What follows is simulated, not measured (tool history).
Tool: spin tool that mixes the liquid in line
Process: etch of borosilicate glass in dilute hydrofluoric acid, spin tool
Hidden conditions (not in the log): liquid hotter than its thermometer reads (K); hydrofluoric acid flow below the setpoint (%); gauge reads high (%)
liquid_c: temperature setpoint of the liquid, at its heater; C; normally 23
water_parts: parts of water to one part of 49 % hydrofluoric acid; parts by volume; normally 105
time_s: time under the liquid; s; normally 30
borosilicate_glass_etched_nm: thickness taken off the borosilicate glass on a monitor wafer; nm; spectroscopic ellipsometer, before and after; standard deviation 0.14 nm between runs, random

run   hour  liquid_c  water_parts  time_s  wafers since the last listed run  hours since the thermometer was replaced  hours since the hydrofluoric acid flow meter was replaced  hours since the gauge calibration  read-back film thickness of the borosilicate glass reference wafer, read on the same gauge (nm)  borosilicate_glass_etched_nm
  1    0.0        23          125      35                                 0                                     530.7                                                     1421.8                              675.7                                                                                           109.99                         15.54
  2   37.7        23          125      35                               643                                     568.4                                                     1459.5                              713.4                                                                                           110.00                         15.61
  3   63.1        23          125      35                               433                                     593.8                                                     1484.9                              738.8                                                                                           109.98                         15.27
  4  108.5        23          105      30                               775                                     639.2                                                     1530.3                              784.2                                                                                           110.00                         16.11
     134.3  -- gauge calibrated
  5  148.9        23          105      30                               689                                     679.6                                                     1570.7                               14.6                                                                                           110.00                         16.27
  6  211.0        23          105      30                              1060                                     741.7                                                     1632.8                               76.7                                                                                           109.99                         16.41
  7  245.6        23          105      30                               590                                     776.3                                                     1667.4                              111.3                                                                                           109.99                         16.35
  8  303.2        23          105      30                               983                                     833.9                                                     1725.0                              168.9                                                                                           110.05                         16.38
  9  363.1        23          105      30                              1022                                     893.8                                                     1784.9                              228.8                                                                                           110.01                         16.35
     406.8  -- thermometer replaced
 10  433.5        23          105      25                              1185                                      26.7                                                     1855.3                              299.2                                                                                           110.00                         14.28
 11  557.2        23          105      25                              2112                                     150.4                                                     1979.0                              422.9                                                                                           110.01                         14.62
 12  593.5        23          105      25                               619                                     186.7                                                     2015.3                              459.2                                                                                           110.03                         14.84
 13  618.2        23          105      20                               421                                     211.4                                                     2040.0                              483.9                                                                                           109.98                         11.73

Run 14 comes next. What will it give?
 14  655.8        23          125      35                               642                                     249.0                                                     2077.6                              521.5                                                                                                ?                             ?

{"run 14": {"read-back film thickness of the borosilicate glass reference wafer, read on the same gauge (nm)": 109.97, "borosilicate_glass_etched_nm": 16.59}}
If the tool had no hidden condition, the same run with the same run-to-run variation would have returned borosilicate_glass_etched_nm 14.66 nm.

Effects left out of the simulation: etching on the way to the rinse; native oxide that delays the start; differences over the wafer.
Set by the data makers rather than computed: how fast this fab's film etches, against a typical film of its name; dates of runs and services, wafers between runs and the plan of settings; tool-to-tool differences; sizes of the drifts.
